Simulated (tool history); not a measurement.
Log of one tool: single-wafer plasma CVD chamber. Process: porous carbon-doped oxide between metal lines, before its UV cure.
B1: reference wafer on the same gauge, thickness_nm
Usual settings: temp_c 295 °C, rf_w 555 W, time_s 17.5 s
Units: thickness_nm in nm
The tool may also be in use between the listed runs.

run 1 day=0 | temp_c=295 rf_w=555 time_s=17.5 | B1=104.073 | thickness_nm=93.776
run 2 day=0.675 | temp_c=295 rf_w=555 time_s=17.5 | B1=103.986 | thickness_nm=93.259
run 3 day=1.988 | temp_c=295 rf_w=555 time_s=17.5 | B1=104.014 | thickness_nm=93.559
run 4 day=3.412 | temp_c=290 rf_w=610 time_s=17.5 | B1=104.033 | thickness_nm=104.64
run 5 day=4.417 | temp_c=295 rf_w=555 time_s=15.8 | B1=103.987 | thickness_nm=84.933
run 6 day=4.95 | temp_c=303 rf_w=555 time_s=17.5 | B1=103.977 | thickness_nm=89.072
-- day=5.983 gauge calibrated
run 7 day=6.408 | temp_c=303 rf_w=555 time_s=17.5 | B1=104.019 | thickness_nm=88.787
run 8 day=7.596 | temp_c=303 rf_w=555 time_s=17.5 | B1=103.985 | thickness_nm=88.478
run 9 day=8.604 | temp_c=299 rf_w=555 time_s=16.3 | B1=104.066 | thickness_nm=84.745

Forecast run 10:
run 10 day=9.108 | temp_c=282 rf_w=470 time_s=14.6 | B1=? | thickness_nm=?

B1: 104.05
thickness_nm: 71.664 nm
Without the tool's hidden state the same run would have given thickness_nm 78.718 nm.
